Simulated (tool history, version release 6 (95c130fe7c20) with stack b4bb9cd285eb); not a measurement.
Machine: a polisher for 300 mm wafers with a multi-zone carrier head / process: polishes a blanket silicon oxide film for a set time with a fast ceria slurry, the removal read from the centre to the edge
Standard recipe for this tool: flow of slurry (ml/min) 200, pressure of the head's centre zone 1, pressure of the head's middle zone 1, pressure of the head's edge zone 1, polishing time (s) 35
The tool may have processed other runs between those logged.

run    hour  flow of slurry (ml/min)  pressure of the head's centre zone  pressure of the head's middle zone  pressure of the head's edge zone  polishing time (s)  wafers since the last listed run  wafers polished on this pad  hours since the slurry nozzle was cleaned  hours since the centre zone pressure was calibrated  hours since the edge zone pressure was calibrated  hours since the carrier head's membrane was replaced  incoming thickness of the incoming film, nm  film removed at the wafer's centre (nm)  film removed at mid-radius (nm)  film removed at the wafer's edge (nm)
  1       0                      200                                   1                                1.05                                 1                  25                                 0                          621                                      164.6                                                474.3                                              612.5                                                 577.2                                       1882.6                                    381.5                            379.4                                    374
  2    41.4                      200                                   1                                   1                                 1                  35                               367                          989                                        206                                                515.7                                              653.9                                                 618.6                                         1899                                    518.4                            487.9                                  515.9
       69.9  -- edge zone pressure recalibrated
  3    95.7                      200                                0.94                                   1                                 1                  40                               464                         1453                                      260.3                                                  570                                               25.8                                                 672.9                                       1882.6                                    547.9                            563.2                                  579.2
  4   189.8                      200                                   1                                   1                                 1                  35                               835                         2289                                      354.4                                                664.1                                              119.9                                                   767                                       1886.3                                      489                            495.1                                  480.3
  5   267.1                      170                                 1.1                                   1                              1.07                  42                               686                         2975                                      431.7                                                741.4                                              197.2                                                 844.3                                       1887.7                                    614.1                            556.2                                  594.7
      281.7  -- carrier head's membrane replaced by a new one
  6     319                      200                                   1                                   1                                 1                  35                               416                         3391                                      483.6                                                793.3                                              249.1                                                  37.3                                       1892.8                                    473.9                              457                                    483
  7   376.5                      200                                   1                                   1                                 1                  35                               510                         3902                                      541.1                                                850.8                                              306.6                                                  94.8                                       1844.2                                    470.3                            464.1                                    473
  8   457.5                      245                                   1                                   1                                 1                  35                               719                         4621                                      622.1                                                931.8                                              387.6                                                 175.8                                       1887.2                                    481.2                            466.9                                  484.1
      522.7  -- slurry nozzle cleaned
  9   534.8                      200                                   1                                0.95                                 1                  35                               677                         5298                                       12.1                                               1009.1                                              464.9                                                 253.1                                       1864.4                                    488.4                            470.4                                  483.3
      572.2  -- centre zone pressure recalibrated
      582.4  -- worn pad replaced by a new one
 10   611.7                      200                                   1                                   1                                 1                  35                               629                          260                                         89                                                 39.5                                              541.8                                                   330                                       1857.7                                    539.6                              532                                  535.1
 11   688.8                      230                                   1                                1.08                              0.92                  35                               684                          944                                      166.1                                                116.6                                              618.9                                                 407.1                                       1885.3                                    535.9                            554.1                                  504.3
 12   779.1                      200                                   1                                   1                              0.96                  35                               801                         1746                                      256.4                                                206.9                                              709.2                                                 497.4                                       1863.6                                    497.7                            497.4                                  484.1
 13   816.4                      200                                   1                                   1                                 1                  35                               331                         2077                                      293.7                                                244.2                                              746.5                                                 534.7                                       1851.2                                    493.5                            496.5                                  492.3
      868.7  -- edge zone pressure recalibrated
 14   910.2                      200                                   1                                1.09                                 1                  35                               815                         2892                                      387.5                                                  338                                               41.5                                                 628.5                                       1867.4                                    482.6                              507                                  492.2
 15   958.7                      225                                   1                                1.07                              0.95                  46                               430                         3323                                        436                                                386.5                                                 90                                                   677                                       1908.5                                    643.1                            668.8                                  613.5
 16     995                      200                                 0.9                                   1                              0.97                  31                               322                         3645                                      472.3                                                422.8                                              126.3                                                 713.3                                       1840.9                                    382.5                              409                                  415.9
 17  1071.9                      200                                   1                                   1                                 1                  40                               682                         4328                                      549.2                                                499.7                                              203.2                                                 790.2                                       1846.8                                      540                            541.5                                  543.2
 18    1116                      145                                   1                                0.96                              1.12                  35                               391                         4719                                      593.3                                                543.8                                              247.3                                                 834.3                                       1890.3                                    441.6                            432.4                                  475.4
 19  1192.1                      230                                   1                                   1                                 1                  35                               675                         5395                                      669.4                                                619.9                                              323.4                                                 910.4                                       1893.8                                      477                            467.8                                    479
     1213.4  -- slurry nozzle cleaned
     1275.7  -- carrier head's membrane replaced by a new one
     1338.3  -- worn pad replaced by a new one
 20  1389.9                      200                                   1                                   1                              0.91                  32                              1667                          458                                      176.5                                                817.7                                              521.2                                                 114.2                                       1897.6                                    477.1                            484.5                                  465.7
 21  1438.1                      200                                   1                                1.06                                 1                  35                               427                          886                                      224.7                                                865.9                                              569.4                                                 162.4                                         1851                                    519.2                            535.5                                    509
 22    1483                      200                                   1                                   1                                 1                  35                               398                         1284                                      269.6                                                910.8                                              614.3                                                 207.3                                       1903.1                                    507.6                            494.7                                    505
     1515.3  -- centre zone pressure recalibrated
 23  1547.1                      175                                0.93                                0.95                                 1                  47                               551                         1836                                      333.7                                                 31.8                                              678.4                                                 271.4                                       1887.3                                    612.1                            626.6                                  653.3

Measured result minus the same run's result without the hidden state. Both carry the same run-to-run variation, though not necessarily the same gauge scatter:
Hidden state at play: removal rate lost through wear of the pad, %; slurry flow missing at the pad, %; deviation of the centre zone's pressure from its setpoint, %; deviation of the edge zone's pressure from its setpoint, %.
run  film removed at the wafer's centre (nm)  film removed at mid-radius (nm)  film removed at the wafer's edge (nm)
  1                                    -26.3                              -25                                  -22.1
  2                                    -46.8                            -42.3                                  -40.4
  3                                    -62.6                            -61.8                                  -57.9
  4                                    -71.7                            -69.9                                  -61.9
  5                                   -106.3                            -92.2                                  -89.1
  6                                    -83.8                            -77.8                                  -75.1
  7                                    -87.6                            -83.3                                  -77.4
  8                                    -90.2                            -84.7                                  -81.1
  9                                    -67.2                            -64.5                                  -65.8
 10                                    -20.3                              -19                                    -17
 11                                    -41.7                            -41.7                                  -34.8
 12                                    -59.6                            -57.3                                  -50.9
 13                                    -65.6                            -63.5                                  -57.5
 14                                    -76.9                            -77.7                                  -68.8
 15                                   -106.1                           -106.5                                  -89.8
 16                                    -67.4                            -69.4                                  -64.4
 17                                   -101.4                            -97.9                                  -89.5
 18                                    -92.2                            -86.1                                  -84.4
 19                                    -92.4                            -87.5                                  -82.4
 20                                    -27.8                            -26.7                                  -22.2
 21                                    -43.3                            -42.5                                  -35.9
 22                                    -52.7                            -49.1                                  -44.9
 23                                    -81.2                            -79.3                                  -73.9
